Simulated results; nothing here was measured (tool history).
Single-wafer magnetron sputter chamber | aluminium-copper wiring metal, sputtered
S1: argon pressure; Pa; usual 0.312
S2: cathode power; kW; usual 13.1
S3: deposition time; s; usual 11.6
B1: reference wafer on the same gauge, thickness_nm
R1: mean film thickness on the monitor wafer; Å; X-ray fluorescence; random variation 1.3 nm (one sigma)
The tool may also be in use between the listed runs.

Run 1, hour 0: usual settings; B1 267.469. Result: R1 2680.65 Å.
At hour 16.7: sputter target and shields replaced.
Run 2, hour 86.8: usual settings but S2 10.75 kW; B1 266.716. Result: R1 2273.35 Å.
Run 3, hour 164.1: usual settings but S2 10.75 kW; B1 266.781. Result: R1 2267.1 Å.
Run 4, hour 248.4: usual settings; B1 266.707. Result: R1 2718.14 Å.
Run 5, hour 329.4: usual settings; B1 267.126. Result: R1 2676.9 Å.
At hour 387.5: sputter target and shields replaced.
Run 6, hour 426.1: usual settings; B1 266.954. Result: R1 2797.92 Å.
Run 7, hour 504.1: usual settings but S3 12.7 s; B1 266.74. Result: R1 3015.11 Å.
At hour 694.7: capacitance manometer re-zeroed and calibrated.
At hour 713.1: gauge calibrated.
Run 8, hour 747: usual settings but S3 12.7 s; B1 266.814. Result: R1 2911.38 Å.
At hour 770.2: sputter target and shields replaced.
Run 9, hour 798.4: usual settings but S1 0.241 Pa, S2 15.1 kW; B1 267.057. Result: R1 3458.92 Å.
Run 10, hour 863.5: usual settings but S1 0.241 Pa, S2 15.1 kW; B1 267.486. Result: R1 3442.26 Å.
Run 11, hour 941.5: usual settings but S1 0.241 Pa, S2 15.1 kW; B1 266.846. Result: R1 3377.75 Å.
Run 12, hour 994.7: usual settings but S1 0.2 Pa, S2 11.85 kW, S3 10.8 s; B1 267.046. Result: R1 2546.14 Å.
Run 13, hour 1038.6: usual settings; B1 267. Result: R1 2721.89 Å.

Run 14 comes next. What will it give?
Run 14, hour 1095.4: usual settings; B1 ?. Result: R1 ?.

{"run 14": {"B1": 266.928, "R1": 2706.98}}
Without the tool's hidden state the same run would have given R1 2846.32 Å.

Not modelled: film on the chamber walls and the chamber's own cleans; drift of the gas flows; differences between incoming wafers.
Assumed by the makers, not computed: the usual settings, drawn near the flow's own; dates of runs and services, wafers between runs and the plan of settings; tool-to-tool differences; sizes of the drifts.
